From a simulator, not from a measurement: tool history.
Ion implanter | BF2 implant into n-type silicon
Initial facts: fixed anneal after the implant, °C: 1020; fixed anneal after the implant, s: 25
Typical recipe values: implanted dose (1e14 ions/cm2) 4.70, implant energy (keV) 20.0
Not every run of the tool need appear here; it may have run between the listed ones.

| run | hour | implanted dose (1e14 ions/cm2) | implant energy (keV) | read-back reference wafer on the same gauge, sheet resistance | sheet resistance of the implanted and annealed layer (ohm/square) |
|---|---|---|---|---|---|
| 1 | 0.0 | 4.70 | 20.0 | 307.06 | 281.25 |
| 2 | 12.3 | 4.70 | 20.0 | 307.05 | 281.80 |
| 3 | 26.4 | 4.70 | 20.0 | 307.00 | 282.06 |
| 4 | 38.5 | 4.70 | 20.0 | 307.09 | 282.07 |
| 5 | 55.1 | 4.70 | 20.0 | 306.92 | 281.74 |
| 6 | 67.0 | 5.58 | 18.5 | 306.94 | 251.54 |
| 7 | 83.3 | 5.58 | 18.5 | 306.97 | 251.70 |
| 8 | 94.7 | 5.58 | 18.5 | 306.93 | 252.74 |
| 9 | 102.1 | 4.70 | 20.0 | 306.96 | 284.39 |
| 10 | 110.5 | 4.70 | 20.0 | 307.04 | 284.55 |
| 11 | 132.5 | 4.70 | 20.0 | 307.02 | 267.61 |
| 12 | 141.1 | 4.70 | 20.0 | 307.09 | 268.04 |
| 13 | 154.6 | 4.70 | 14.5 | 306.94 | 284.96 |
| 14 | 171.5 | 4.70 | 20.0 | 307.16 | 268.13 |
| 15 | 184.1 | 5.13 | 20.0 | 306.90 | 251.06 |
| 16 | 190.5 | 4.70 | 20.0 | 307.01 | 268.25 |
| 17 | 198.4 | 5.83 | 15.5 | 306.94 | 242.00 |
| 18 | 213.5 | 4.70 | 20.0 | 307.01 | 268.14 |
| 19 | 223.4 | 5.28 | 15.5 | 306.95 | 259.49 |
| 20 | 238.6 | 3.67 | 16.0 | 307.15 | 336.54 |
| 21 | 246.0 | 3.75 | 23.0 | 306.98 | 316.29 |
| 22 | 257.5 | 5.64 | 27.0 | 307.25 | 222.01 |
| 23 | 267.2 | 5.24 | 13.0 | 307.10 | 271.75 |
| 24 | 275.7 | 5.31 | 20.0 | 306.98 | 245.19 |
| 25 | 287.9 | 4.70 | 15.0 | 306.74 | 283.21 |

Removed from this log: 3 entries logged between the listed runs. Between which two listed runs does each belong, and how does the tool's hidden state at the listed run before it compare with that at the listed run after it?
In the gap between runs 9 and 10: gauge calibrated (hour 110.0)
  deviation of the true dose from the Faraday cup's reading, %: -6.19 -> -6.3
  what was measured, less what the result would be without the hidden state, sheet resistance of the implanted and annealed layer (ohm/square): +13.79 -> +14.05
In the gap between runs 10 and 11: Faraday cup replaced and dose calibrated (hour 120.1); extraction supply calibrated (hour 121.1)
  deviation of the true dose from the Faraday cup's reading, %: -6.3 -> 1.1
  what was measured, less what the result would be without the hidden state, sheet resistance of the implanted and annealed layer (ohm/square): +14.05 -> -2.25
